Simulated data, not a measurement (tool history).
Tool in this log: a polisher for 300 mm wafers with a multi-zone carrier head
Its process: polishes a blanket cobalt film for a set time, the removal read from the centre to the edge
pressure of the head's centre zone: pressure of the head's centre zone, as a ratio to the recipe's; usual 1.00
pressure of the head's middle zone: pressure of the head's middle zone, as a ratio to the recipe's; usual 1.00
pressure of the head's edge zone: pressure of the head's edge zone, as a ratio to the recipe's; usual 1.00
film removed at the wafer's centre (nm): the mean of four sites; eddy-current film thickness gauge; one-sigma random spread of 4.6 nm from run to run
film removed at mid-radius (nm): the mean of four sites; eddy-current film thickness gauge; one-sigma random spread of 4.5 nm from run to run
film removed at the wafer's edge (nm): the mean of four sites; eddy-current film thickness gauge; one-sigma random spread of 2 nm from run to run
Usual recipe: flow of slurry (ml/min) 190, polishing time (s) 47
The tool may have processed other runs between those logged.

| run | hour | flow of slurry (ml/min) | pressure of the head's centre zone | pressure of the head's middle zone | pressure of the head's edge zone | polishing time (s) | incoming thickness of the incoming film, nm | film removed at the wafer's centre (nm) | film removed at mid-radius (nm) | film removed at the wafer's edge (nm) |
|---|---|---|---|---|---|---|---|---|---|---|
| 1 | 0.0 | 190 | 1.00 | 1.00 | 1.00 | 47 | 1246.4 | 290.3 | 285.8 | 305.0 |
| 2 | 13.5 | 190 | 1.00 | 1.00 | 1.00 | 47 | 1261.6 | 283.2 | 301.7 | 302.6 |
| 3 | 48.3 | 190 | 1.00 | 1.00 | 1.00 | 47 | 1262.7 | 293.5 | 293.1 | 302.6 |
|  | 62.1 | slurry nozzle cleaned |
|  | 66.5 | worn pad replaced by a new one, of another model than before |
| 4 | 82.7 | 190 | 1.00 | 1.00 | 1.00 | 47 | 1242.8 | 317.7 | 316.4 | 319.6 |
| 5 | 100.3 | 190 | 0.91 | 1.00 | 1.00 | 47 | 1231.9 | 282.9 | 310.5 | 319.5 |
| 6 | 124.4 | 190 | 0.91 | 1.00 | 1.00 | 47 | 1265.3 | 284.3 | 312.1 | 318.2 |
| 7 | 152.3 | 250 | 1.06 | 1.06 | 1.00 | 38 | 1253.2 | 270.0 | 271.8 | 258.1 |
| 8 | 176.4 | 220 | 1.00 | 1.00 | 1.00 | 47 | 1257.2 | 320.0 | 317.1 | 318.8 |
| 9 | 189.6 | 190 | 1.00 | 1.00 | 1.00 | 47 | 1269.0 | 310.1 | 309.1 | 314.8 |
| 10 | 202.9 | 190 | 1.05 | 1.00 | 1.00 | 36 | 1251.0 | 244.1 | 234.5 | 239.6 |
|  | 214.9 | carrier head's membrane replaced by a new one |
| 11 | 224.7 | 190 | 1.00 | 1.00 | 0.89 | 47 | 1241.6 | 303.6 | 315.5 | 302.6 |
|  | 241.5 | worn pad replaced by a new one |
| 12 | 246.5 | 190 | 1.00 | 1.00 | 1.00 | 47 | 1232.3 | 309.6 | 304.2 | 313.9 |
| 13 | 267.3 | 220 | 1.00 | 1.00 | 1.00 | 47 | 1231.9 | 312.8 | 317.1 | 318.4 |

Run 14 is up next; what results do you expect?
| 14 | 291.0 | 170 | 1.00 | 1.00 | 1.00 | 47 | 1247.0 | ? | ? | ? |

Run 14 produced film removed at the wafer's centre (nm) 302.2, film removed at mid-radius (nm) 308.8, film removed at the wafer's edge (nm) 310.2.
With the hidden condition absent and the run-to-run variation left alone, this run would have shown film removed at the wafer's centre (nm) 313.4, film removed at mid-radius (nm) 318.9, film removed at the wafer's edge (nm) 317.5.
